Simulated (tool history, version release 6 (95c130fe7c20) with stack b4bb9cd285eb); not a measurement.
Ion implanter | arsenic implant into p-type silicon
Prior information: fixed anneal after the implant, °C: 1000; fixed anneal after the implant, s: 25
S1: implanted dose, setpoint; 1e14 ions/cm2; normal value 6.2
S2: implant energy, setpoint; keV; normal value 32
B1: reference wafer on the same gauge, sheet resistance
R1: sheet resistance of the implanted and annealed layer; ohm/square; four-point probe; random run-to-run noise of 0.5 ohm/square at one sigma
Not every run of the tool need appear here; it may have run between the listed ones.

{"run": 1, "day": 0.0, "S1": 6.76, "S2": 32, "B1": 155.03, "R1": 152.54}
{"run": 2, "day": 1.067, "S1": 6.76, "S2": 32, "B1": 154.9, "R1": 154.07}
{"run": 3, "day": 1.85, "S1": 6.76, "S2": 32, "B1": 155.02, "R1": 152.36}
{"run": 4, "day": 2.779, "S1": 6.2, "S2": 32, "B1": 154.98, "R1": 164.28}
{"run": 5, "day": 3.896, "S1": 6.2, "S2": 32, "B1": 154.72, "R1": 163.1}
{"run": 6, "day": 7.8, "S1": 6.2, "S2": 32, "B1": 154.85, "R1": 163.26}
{"run": 7, "day": 8.338, "S1": 6.2, "S2": 35, "B1": 154.68, "R1": 162.43}
{"run": 8, "day": 9.108, "S1": 6.2, "S2": 35, "B1": 155.24, "R1": 162.41}
{"day": 10.35, "done": "extraction supply calibrated"}
{"run": 9, "day": 10.371, "S1": 6.2, "S2": 32, "B1": 154.84, "R1": 164.74}
{"run": 10, "day": 11.017, "S1": 6.2, "S2": 32, "B1": 155.13, "R1": 165.14}
{"day": 11.888, "done": "gauge calibrated"}
{"run": 11, "day": 12.5, "S1": 7.3, "S2": 32, "B1": 154.99, "R1": 145.14}
{"run": 12, "day": 13.954, "S1": 6.2, "S2": 32, "B1": 155.15, "R1": 165.5}
{"run": 13, "day": 14.954, "S1": 6.2, "S2": 32, "B1": 154.83, "R1": 165.93}
{"run": 14, "day": 15.996, "S1": 6.2, "S2": 32, "B1": 155.08, "R1": 165.25}
{"run": 15, "day": 16.529, "S1": 6.2, "S2": 32, "B1": 155.28, "R1": 166.51}
{"run": 16, "day": 17.488, "S1": 6.2, "S2": 32, "B1": 154.96, "R1": 165.39}
{"run": 17, "day": 18.162, "S1": 5.46, "S2": 41, "B1": 155.21, "R1": 175.6}
{"run": 18, "day": 19.379, "S1": 6.2, "S2": 32, "B1": 155.21, "R1": 166.43}
{"run": 19, "day": 20.146, "S1": 6.2, "S2": 32, "B1": 155.01, "R1": 166.07}
{"run": 20, "day": 21.621, "S1": 6.2, "S2": 26.5, "B1": 154.82, "R1": 172.1}
{"run": 21, "day": 22.367, "S1": 4.88, "S2": 32, "B1": 154.99, "R1": 200.68}
{"run": 22, "day": 23.25, "S1": 7.68, "S2": 26, "B1": 155.23, "R1": 148.57}
{"day": 24.021, "done": "Faraday cup replaced and dose calibrated"}
{"run": 23, "day": 24.629, "S1": 4.58, "S2": 39, "B1": 155.03, "R1": 196.64}
{"run": 24, "day": 25.717, "S1": 5.01, "S2": 42, "B1": 155.07, "R1": 180.56}
{"run": 25, "day": 26.3, "S1": 6.2, "S2": 24, "B1": 154.91, "R1": 168.36}
{"run": 26, "day": 27.8, "S1": 7.65, "S2": 26, "B1": 154.98, "R1": 142.86}
{"run": 27, "day": 28.812, "S1": 4.81, "S2": 38, "B1": 154.88, "R1": 190.63}
{"run": 28, "day": 29.642, "S1": 6.2, "S2": 32, "B1": 154.75, "R1": 161.43}
{"run": 29, "day": 31.046, "S1": 5.25, "S2": 39, "B1": 154.76, "R1": 176.1}
{"run": 30, "day": 31.596, "S1": 7.07, "S2": 36, "B1": 155.04, "R1": 141.88}

Subtracting, for every run, the result it would have given without the tool's unlogged condition from the measured result gives the following. The same run-to-run variation enters both numbers; the gauge's scatter may not:
Unlogged tool condition in this case: deviation of the true dose from the Faraday cup's reading, %; deviation of the true energy from its setpoint, %; gauge reads high (%).
run=1 R1=+2.4
run=2 R1=+2.54
run=3 R1=+2.6
run=4 R1=+2.94
run=5 R1=+3.04
run=6 R1=+3.53
run=7 R1=+3.62
run=8 R1=+3.72
run=9 R1=+3.9
run=10 R1=+4
run=11 R1=+3.61
run=12 R1=+4.43
run=13 R1=+4.58
run=14 R1=+4.71
run=15 R1=+4.83
run=16 R1=+4.94
run=17 R1=+5.45
run=18 R1=+5.26
run=19 R1=+5.37
run=20 R1=+5.65
run=21 R1=+6.93
run=22 R1=+4.85
run=23 R1=-0.54
run=24 R1=-0.5
run=25 R1=-0.44
run=26 R1=-0.35
run=27 R1=-0.5
run=28 R1=-0.41
run=29 R1=-0.44
run=30 R1=-0.34
